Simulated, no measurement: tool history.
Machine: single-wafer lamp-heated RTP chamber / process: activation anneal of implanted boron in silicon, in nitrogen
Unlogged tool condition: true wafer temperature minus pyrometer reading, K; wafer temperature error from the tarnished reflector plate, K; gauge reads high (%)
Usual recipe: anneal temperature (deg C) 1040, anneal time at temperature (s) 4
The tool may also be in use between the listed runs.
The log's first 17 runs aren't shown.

run	day	anneal temperature (deg C)	anneal time at temperature (s)	wafers since the last listed run	wafers since the last pyrometer calibration	wafers since the reflector plate was cleaned	hours since the gauge calibration	read-back reference wafer on the same gauge, sheet resistance	sheet resistance of the implanted and annealed layer (ohm/square)
18	54.500	1040	4	450	1521	3406	200.4	215.03	189.20
19	57.346	1058	6	783	2305	4189	268.7	215.00	186.91
20	60.862	1040	5	968	3273	5158	353.1	214.94	188.09
21	62.704	1021	3	507	3780	5665	397.3	215.05	192.18
22	70.725	1061	4	2208	5989	7873	589.8	215.00	187.78
23	75.171	1040	4	1224	7213	9097	696.5	215.08	188.70
24	78.442	1040	4	900	8114	9998	775.0	214.97	189.34
# day 79.212: pyrometer window cleaned and pyrometer calibrated
# day 79.404: reflector plate cleaned
25	80.725	1015	3	484	363	363	829.8	215.08	193.37
26	83.550	1020	5	777	1141	1141	897.6	214.96	191.12
27	86.846	1040	4	907	2048	2048	976.7	215.02	188.91
28	90.733	1040	6	1070	3119	3119	1070.0	215.06	188.08
29	92.479	1040	4	480	3599	3599	1111.9	214.99	188.53
30	96.875	1016	4	1210	4810	4810	1217.4	215.04	192.90
31	100.996	1031	6	1134	5944	5944	1316.3	215.01	189.08
32	103.504	1069	3	690	6635	6635	1376.5	215.08	187.68

Consider 3 possible next runs. They are alternatives, not a sequence: every one starts from the tool as it was left by run 32. What does each give?
A	103.521	1040	4	4	6640	6640	1376.9	?	?
B	103.521	1030	4	4	6640	6640	1376.9	?	?
C	103.521	1028	3	4	6640	6640	1376.9	?	?

run	read-back reference wafer on the same gauge, sheet resistance	sheet resistance of the implanted and annealed layer (ohm/square)
A	215.03	188.77
B	215.03	189.90
C	215.03	190.63
Take away the tool's hidden state, keep each run's random variation, and the runs would have read:
run	sheet resistance of the implanted and annealed layer (ohm/square)
A	188.77
B	189.90
C	190.63

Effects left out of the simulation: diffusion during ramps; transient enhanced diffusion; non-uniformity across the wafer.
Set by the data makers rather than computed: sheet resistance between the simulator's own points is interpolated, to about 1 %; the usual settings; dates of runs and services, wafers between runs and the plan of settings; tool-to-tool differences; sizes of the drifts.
